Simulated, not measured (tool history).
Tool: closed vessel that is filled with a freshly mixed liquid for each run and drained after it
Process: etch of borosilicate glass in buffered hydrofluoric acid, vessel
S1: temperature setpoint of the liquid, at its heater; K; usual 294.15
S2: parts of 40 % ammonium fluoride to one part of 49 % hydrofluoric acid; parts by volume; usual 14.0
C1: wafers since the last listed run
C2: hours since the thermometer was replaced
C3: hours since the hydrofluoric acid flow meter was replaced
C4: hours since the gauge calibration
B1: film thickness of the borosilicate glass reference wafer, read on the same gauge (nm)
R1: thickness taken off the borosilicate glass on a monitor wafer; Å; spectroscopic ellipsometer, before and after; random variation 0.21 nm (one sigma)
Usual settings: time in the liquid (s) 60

run 1 hour=0.0 | S1=291.65 S2=14.0 time_in_the_liquid_(s)=40 | C1=0 C2=901.1 C3=1596.0 C4=73.2 | B1=70.00 | R1=254.8
run 2 hour=18.1 | S1=291.65 S2=14.0 time_in_the_liquid_(s)=40 | C1=2600 C2=919.2 C3=1614.1 C4=91.3 | B1=69.98 | R1=255.4
run 3 hour=30.9 | S1=298.15 S2=14.0 time_in_the_liquid_(s)=60 | C1=1839 C2=932.0 C3=1626.9 C4=104.1 | B1=70.02 | R1=545.3
run 4 hour=111.4 | S1=296.65 S2=14.0 time_in_the_liquid_(s)=60 | C1=11567 C2=1012.5 C3=1707.4 C4=184.6 | B1=69.98 | R1=503.3
run 5 hour=204.6 | S1=296.65 S2=14.0 time_in_the_liquid_(s)=60 | C1=13392 C2=1105.7 C3=1800.6 C4=277.8 | B1=70.02 | R1=506.0
run 6 hour=221.2 | S1=296.65 S2=14.0 time_in_the_liquid_(s)=60 | C1=2385 C2=1122.3 C3=1817.2 C4=294.4 | B1=70.00 | R1=508.8
run 7 hour=235.0 | S1=294.15 S2=14.0 time_in_the_liquid_(s)=55 | C1=1982 C2=1136.1 C3=1831.0 C4=308.2 | B1=69.96 | R1=406.4
run 8 hour=253.3 | S1=294.15 S2=14.0 time_in_the_liquid_(s)=60 | C1=2629 C2=1154.4 C3=1849.3 C4=326.5 | B1=69.97 | R1=448.0
run 9 hour=266.5 | S1=294.15 S2=14.0 time_in_the_liquid_(s)=60 | C1=1896 C2=1167.6 C3=1862.5 C4=339.7 | B1=69.99 | R1=441.1
-- hour=287.6 hydrofluoric acid flow meter replaced
run 10 hour=292.0 | S1=294.15 S2=14.0 time_in_the_liquid_(s)=60 | C1=3520 C2=1193.1 C3=4.4 C4=365.2 | B1=69.96 | R1=445.1
run 11 hour=324.5 | S1=294.15 S2=14.0 time_in_the_liquid_(s)=60 | C1=4669 C2=1225.6 C3=36.9 C4=397.7 | B1=69.98 | R1=449.7
run 12 hour=340.0 | S1=294.15 S2=14.0 time_in_the_liquid_(s)=60 | C1=2227 C2=1241.1 C3=52.4 C4=413.2 | B1=70.01 | R1=447.0
run 13 hour=368.8 | S1=294.15 S2=14.0 time_in_the_liquid_(s)=60 | C1=4138 C2=1269.9 C3=81.2 C4=442.0 | B1=70.01 | R1=442.4
run 14 hour=417.2 | S1=294.15 S2=14.0 time_in_the_liquid_(s)=60 | C1=6954 C2=1318.3 C3=129.6 C4=490.4 | B1=69.97 | R1=447.2
-- hour=417.8 gauge calibrated
run 15 hour=435.3 | S1=294.15 S2=14.0 time_in_the_liquid_(s)=60 | C1=2600 C2=1336.4 C3=147.7 C4=17.5 | B1=69.99 | R1=447.9
run 16 hour=459.5 | S1=291.65 S2=14.0 time_in_the_liquid_(s)=60 | C1=3477 C2=1360.6 C3=171.9 C4=41.7 | B1=70.01 | R1=391.1
run 17 hour=477.3 | S1=291.65 S2=19.0 time_in_the_liquid_(s)=30 | C1=2557 C2=1378.4 C3=189.7 C4=59.5 | B1=69.98 | R1=144.7
run 18 hour=492.7 | S1=291.65 S2=19.0 time_in_the_liquid_(s)=30 | C1=2212 C2=1393.8 C3=205.1 C4=74.9 | B1=69.98 | R1=144.8
run 19 hour=517.2 | S1=294.15 S2=14.0 time_in_the_liquid_(s)=80 | C1=3520 C2=1418.3 C3=229.6 C4=99.4 | B1=70.00 | R1=599.7
run 20 hour=552.2 | S1=294.15 S2=19.5 time_in_the_liquid_(s)=60 | C1=5029 C2=1453.3 C3=264.6 C4=134.4 | B1=70.01 | R1=324.1
run 21 hour=571.3 | S1=294.15 S2=14.0 time_in_the_liquid_(s)=60 | C1=2744 C2=1472.4 C3=283.7 C4=153.5 | B1=70.01 | R1=451.3
run 22 hour=594.0 | S1=294.15 S2=14.0 time_in_the_liquid_(s)=60 | C1=3261 C2=1495.1 C3=306.4 C4=176.2 | B1=69.97 | R1=452.8
run 23 hour=611.3 | S1=292.65 S2=14.0 time_in_the_liquid_(s)=30 | C1=2485 C2=1512.4 C3=323.7 C4=193.5 | B1=69.98 | R1=207.9
-- hour=638.6 thermometer replaced
run 24 hour=643.1 | S1=294.15 S2=14.0 time_in_the_liquid_(s)=60 | C1=4425 C2=4.5 C3=355.5 C4=225.3 | B1=69.98 | R1=426.1
run 25 hour=670.0 | S1=294.15 S2=11.5 time_in_the_liquid_(s)=75 | C1=3865 C2=31.4 C3=382.4 C4=252.2 | B1=70.00 | R1=647.8
run 26 hour=682.4 | S1=290.15 S2=14.0 time_in_the_liquid_(s)=60 | C1=1781 C2=43.8 C3=394.8 C4=264.6 | B1=70.03 | R1=339.6
run 27 hour=709.3 | S1=294.15 S2=14.0 time_in_the_liquid_(s)=60 | C1=3865 C2=70.7 C3=421.7 C4=291.5 | B1=69.99 | R1=424.5

The next listed run, before its measurement:
run 28 hour=734.6 | S1=294.15 S2=14.0 time_in_the_liquid_(s)=70 | C1=3635 C2=96.0 C3=447.0 C4=316.8 | B1=? | R1=?

B1: 69.98
R1: 496.7 Å
Without the tool's hidden state the same run would have given R1 492.1 Å.

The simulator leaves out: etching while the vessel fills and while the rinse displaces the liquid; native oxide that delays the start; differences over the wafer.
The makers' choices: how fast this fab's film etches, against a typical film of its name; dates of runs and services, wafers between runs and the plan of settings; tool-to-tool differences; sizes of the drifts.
